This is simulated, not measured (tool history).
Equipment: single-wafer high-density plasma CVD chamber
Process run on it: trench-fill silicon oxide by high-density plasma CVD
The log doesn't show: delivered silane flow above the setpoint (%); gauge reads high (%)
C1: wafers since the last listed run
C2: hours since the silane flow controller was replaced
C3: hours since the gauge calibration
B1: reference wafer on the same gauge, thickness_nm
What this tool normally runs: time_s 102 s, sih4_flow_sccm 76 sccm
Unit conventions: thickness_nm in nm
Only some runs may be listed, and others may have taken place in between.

{"run": 1, "hour": 0.0, "time_s": 102, "sih4_flow_sccm": 66, "C1": 0, "C2": 1075.4, "C3": 440.6, "B1": 798.269, "thickness_nm": 638.167}
{"run": 2, "hour": 21.7, "time_s": 102, "sih4_flow_sccm": 76, "C1": 385, "C2": 1097.1, "C3": 462.3, "B1": 798.222, "thickness_nm": 699.091}
{"run": 3, "hour": 55.1, "time_s": 102, "sih4_flow_sccm": 76, "C1": 593, "C2": 1130.5, "C3": 495.7, "B1": 798.532, "thickness_nm": 692.501}
{"run": 4, "hour": 113.2, "time_s": 110, "sih4_flow_sccm": 76, "C1": 1032, "C2": 1188.6, "C3": 553.8, "B1": 797.245, "thickness_nm": 749.303}
{"run": 5, "hour": 127.7, "time_s": 110, "sih4_flow_sccm": 76, "C1": 257, "C2": 1203.1, "C3": 568.3, "B1": 795.734, "thickness_nm": 747.714}
{"run": 6, "hour": 154.1, "time_s": 110, "sih4_flow_sccm": 76, "C1": 469, "C2": 1229.5, "C3": 594.7, "B1": 796.546, "thickness_nm": 749.936}
{"run": 7, "hour": 184.2, "time_s": 102, "sih4_flow_sccm": 76, "C1": 534, "C2": 1259.6, "C3": 624.8, "B1": 795.258, "thickness_nm": 693.189}
{"run": 8, "hour": 214.8, "time_s": 102, "sih4_flow_sccm": 76, "C1": 543, "C2": 1290.2, "C3": 655.4, "B1": 795.199, "thickness_nm": 691.654}
{"run": 9, "hour": 237.2, "time_s": 102, "sih4_flow_sccm": 76, "C1": 398, "C2": 1312.6, "C3": 677.8, "B1": 795.275, "thickness_nm": 693.747}
{"run": 10, "hour": 270.1, "time_s": 102, "sih4_flow_sccm": 76, "C1": 584, "C2": 1345.5, "C3": 710.7, "B1": 795.167, "thickness_nm": 691.895}
{"run": 11, "hour": 293.5, "time_s": 102, "sih4_flow_sccm": 82, "C1": 415, "C2": 1368.9, "C3": 734.1, "B1": 795.673, "thickness_nm": 724.303}
{"run": 12, "hour": 307.6, "time_s": 102, "sih4_flow_sccm": 82, "C1": 250, "C2": 1383, "C3": 748.2, "B1": 793.677, "thickness_nm": 727.063}
{"run": 13, "hour": 323.5, "time_s": 102, "sih4_flow_sccm": 82, "C1": 282, "C2": 1398.9, "C3": 764.1, "B1": 793.89, "thickness_nm": 726.924}
{"run": 14, "hour": 351.7, "time_s": 112, "sih4_flow_sccm": 76, "C1": 501, "C2": 1427.1, "C3": 792.3, "B1": 793.939, "thickness_nm": 756.001}
{"hour": 378.4, "done": "silane flow controller replaced"}
{"run": 15, "hour": 387.3, "time_s": 112, "sih4_flow_sccm": 81, "C1": 490, "C2": 8.9, "C3": 827.9, "B1": 794.39, "thickness_nm": 788.264}
{"run": 16, "hour": 414.7, "time_s": 112, "sih4_flow_sccm": 81, "C1": 486, "C2": 36.3, "C3": 855.3, "B1": 793.454, "thickness_nm": 787.232}
{"run": 17, "hour": 428.7, "time_s": 94, "sih4_flow_sccm": 76, "C1": 248, "C2": 50.3, "C3": 869.3, "B1": 793.178, "thickness_nm": 633.238}
{"run": 18, "hour": 456.0, "time_s": 94, "sih4_flow_sccm": 76, "C1": 485, "C2": 77.6, "C3": 896.6, "B1": 793.245, "thickness_nm": 637.985}
{"run": 19, "hour": 550.8, "time_s": 102, "sih4_flow_sccm": 88, "C1": 1684, "C2": 172.4, "C3": 991.4, "B1": 792.488, "thickness_nm": 753.018}
{"run": 20, "hour": 570.3, "time_s": 102, "sih4_flow_sccm": 88, "C1": 346, "C2": 191.9, "C3": 1010.9, "B1": 791.832, "thickness_nm": 756.526}
{"run": 21, "hour": 599.8, "time_s": 91, "sih4_flow_sccm": 70, "C1": 524, "C2": 221.4, "C3": 1040.4, "B1": 790.545, "thickness_nm": 585.287}
{"run": 22, "hour": 629.3, "time_s": 82, "sih4_flow_sccm": 76, "C1": 524, "C2": 250.9, "C3": 1069.9, "B1": 790.579, "thickness_nm": 554.653}
{"run": 23, "hour": 659.9, "time_s": 102, "sih4_flow_sccm": 76, "C1": 543, "C2": 281.5, "C3": 1100.5, "B1": 790.652, "thickness_nm": 688.479}
{"run": 24, "hour": 691.2, "time_s": 95, "sih4_flow_sccm": 90, "C1": 556, "C2": 312.8, "C3": 1131.8, "B1": 789.546, "thickness_nm": 712.746}
{"run": 25, "hour": 718.8, "time_s": 89, "sih4_flow_sccm": 64, "C1": 490, "C2": 340.4, "C3": 1159.4, "B1": 791.878, "thickness_nm": 541.444}
{"run": 26, "hour": 746.6, "time_s": 102, "sih4_flow_sccm": 76, "C1": 493, "C2": 368.2, "C3": 1187.2, "B1": 789.322, "thickness_nm": 692.137}
{"hour": 770.3, "done": "gauge calibrated"}
{"run": 27, "hour": 779.1, "time_s": 102, "sih4_flow_sccm": 90, "C1": 577, "C2": 400.7, "C3": 8.8, "B1": 804.345, "thickness_nm": 777.276}
{"run": 28, "hour": 804.3, "time_s": 122, "sih4_flow_sccm": 76, "C1": 447, "C2": 425.9, "C3": 34, "B1": 803.853, "thickness_nm": 837.946}
{"run": 29, "hour": 821.3, "time_s": 121, "sih4_flow_sccm": 76, "C1": 302, "C2": 442.9, "C3": 51, "B1": 803.953, "thickness_nm": 829.645}
{"run": 30, "hour": 905.6, "time_s": 112, "sih4_flow_sccm": 91, "C1": 1497, "C2": 527.2, "C3": 135.3, "B1": 803.13, "thickness_nm": 859.514}
{"run": 31, "hour": 940.2, "time_s": 88, "sih4_flow_sccm": 76, "C1": 614, "C2": 561.8, "C3": 169.9, "B1": 802.651, "thickness_nm": 604.572}
{"run": 32, "hour": 956.5, "time_s": 112, "sih4_flow_sccm": 71, "C1": 289, "C2": 578.1, "C3": 186.2, "B1": 801.838, "thickness_nm": 738.26}
{"run": 33, "hour": 986.4, "time_s": 87, "sih4_flow_sccm": 69, "C1": 531, "C2": 608, "C3": 216.1, "B1": 802.156, "thickness_nm": 562.226}
{"run": 34, "hour": 1000.3, "time_s": 102, "sih4_flow_sccm": 76, "C1": 246, "C2": 621.9, "C3": 230, "B1": 802.605, "thickness_nm": 702.488}
{"run": 35, "hour": 1019.8, "time_s": 89, "sih4_flow_sccm": 64, "C1": 346, "C2": 641.4, "C3": 249.5, "B1": 802.172, "thickness_nm": 551.225}
{"run": 36, "hour": 1041.1, "time_s": 92, "sih4_flow_sccm": 69, "C1": 378, "C2": 662.7, "C3": 270.8, "B1": 801.309, "thickness_nm": 596.464}
{"run": 37, "hour": 1058.1, "time_s": 102, "sih4_flow_sccm": 76, "C1": 302, "C2": 679.7, "C3": 287.8, "B1": 800.98, "thickness_nm": 695.461}
{"run": 38, "hour": 1093.5, "time_s": 102, "sih4_flow_sccm": 86, "C1": 629, "C2": 715.1, "C3": 323.2, "B1": 800.921, "thickness_nm": 755.609}
{"run": 39, "hour": 1128.2, "time_s": 92, "sih4_flow_sccm": 83, "C1": 616, "C2": 749.8, "C3": 357.9, "B1": 801.167, "thickness_nm": 660.205}
{"run": 40, "hour": 1155.5, "time_s": 102, "sih4_flow_sccm": 76, "C1": 485, "C2": 777.1, "C3": 385.2, "B1": 799.442, "thickness_nm": 694.604}
{"run": 41, "hour": 1174.4, "time_s": 102, "sih4_flow_sccm": 76, "C1": 335, "C2": 796, "C3": 404.1, "B1": 800.913, "thickness_nm": 696.081}

What if the next run were any one of these 5? Each begins from the tool's condition after run 41:
{"run": "A", "hour": 1174.8, "time_s": 102, "sih4_flow_sccm": 76, "C1": 7, "C2": 796.4, "C3": 404.5, "B1": "?", "thickness_nm": "?"}
{"run": "B", "hour": 1174.8, "time_s": 90, "sih4_flow_sccm": 85, "C1": 7, "C2": 796.4, "C3": 404.5, "B1": "?", "thickness_nm": "?"}
{"run": "C", "hour": 1174.8, "time_s": 93, "sih4_flow_sccm": 76, "C1": 7, "C2": 796.4, "C3": 404.5, "B1": "?", "thickness_nm": "?"}
{"run": "D", "hour": 1174.8, "time_s": 102, "sih4_flow_sccm": 70, "C1": 7, "C2": 796.4, "C3": 404.5, "B1": "?", "thickness_nm": "?"}
{"run": "E", "hour": 1174.8, "time_s": 119, "sih4_flow_sccm": 82, "C1": 7, "C2": 796.4, "C3": 404.5, "B1": "?", "thickness_nm": "?"}

run=A B1=800.25 thickness_nm=697.458
run=B B1=800.25 thickness_nm=660.498
run=C B1=800.25 thickness_nm=635.918
run=D B1=800.25 thickness_nm=663.387
run=E B1=800.25 thickness_nm=853.45
Take away the tool's hidden state, keep each run's random variation, and the runs would have read:
run=A thickness_nm=700.116
run=B thickness_nm=663.015
run=C thickness_nm=638.341
run=D thickness_nm=665.916
run=E thickness_nm=856.703
